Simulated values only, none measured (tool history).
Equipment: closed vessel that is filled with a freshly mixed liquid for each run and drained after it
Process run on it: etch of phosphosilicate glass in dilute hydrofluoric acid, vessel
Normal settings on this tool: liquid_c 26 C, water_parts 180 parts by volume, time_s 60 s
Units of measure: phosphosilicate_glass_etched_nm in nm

run	day	liquid_c	water_parts	time_s	read-back film thickness of the phosphosilicate glass reference wafer, read on the same gauge (nm)	phosphosilicate_glass_etched_nm
1	0	26	180	60	80.01	27.69
2	1.192	26	180	60	80	27.43
3	2.038	26	180	60	80.04	27.74
4	3.138	26	180	45	80	20.76
5	4.504	26	180	45	80.02	21.35
6	5.825	26	180	45	80	20.74
7	7.275	26	250	60	80.01	18.62
8	8.425	26	180	60	80.02	28.33
9	9.779	26	180	60	80	28.3
# day 10.054: hydrofluoric acid flow meter replaced
10	10.738	26	180	60	79.96	26.49
11	11.267	26	180	85	79.99	37.29
12	12.042	26	180	60	80.01	26.43
13	13.212	26	105	60	79.99	49.78
14	14.583	26	180	60	80	26.81
15	15.329	26	130	60	80.02	39.55
16	16.412	26	180	60	80.03	26.64
17	17.271	26	255	60	79.99	17.5
18	18.471	26	180	60	79.98	26.57
19	19.496	26	180	60	79.99	26.62
# day 19.717: thermometer replaced
20	20.117	26	180	60	80	25.52
# day 20.617: gauge calibrated
21	21.433	21	265	60	80	13.07
22	22.838	31	180	60	80.01	30.88
23	26.342	31	95	60	79.98	66.86
24	27.612	26	180	60	80	25.89
25	28.179	26	180	50	79.99	22.12
26	28.804	23.5	210	45	79.99	14.97
27	32.804	26	180	60	79.99	26.4
28	36.083	24.5	215	70	79.96	23.77
29	37.2	26	180	35	80	15.74
30	38.521	23	180	90	80.01	36.43
31	39.975	22.5	110	60	79.98	42.37

Measured minus without-hidden-state, run by run (identical run-to-run variation in each term; gauge scatter may differ):
What the log doesn't record here: liquid hotter than its thermometer reads (K); hydrofluoric acid flow above the setpoint (%); gauge reads high (%).
run	phosphosilicate_glass_etched_nm
1	+2.66
2	+2.7
3	+2.8
4	+2.14
5	+2.28
6	+2.27
7	+2.14
8	+3.27
9	+3.36
10	+1.28
11	+1.84
12	+1.35
13	+2.82
14	+1.55
15	+2.41
16	+1.66
17	+1.1
18	+1.8
19	+1.86
20	+0.65
21	+0.39
22	+1.01
23	+2.72
24	+1.16
25	+1.02
26	+0.72
27	+1.53
28	+1.58
29	+1.09
30	+2.67
31	+3.25

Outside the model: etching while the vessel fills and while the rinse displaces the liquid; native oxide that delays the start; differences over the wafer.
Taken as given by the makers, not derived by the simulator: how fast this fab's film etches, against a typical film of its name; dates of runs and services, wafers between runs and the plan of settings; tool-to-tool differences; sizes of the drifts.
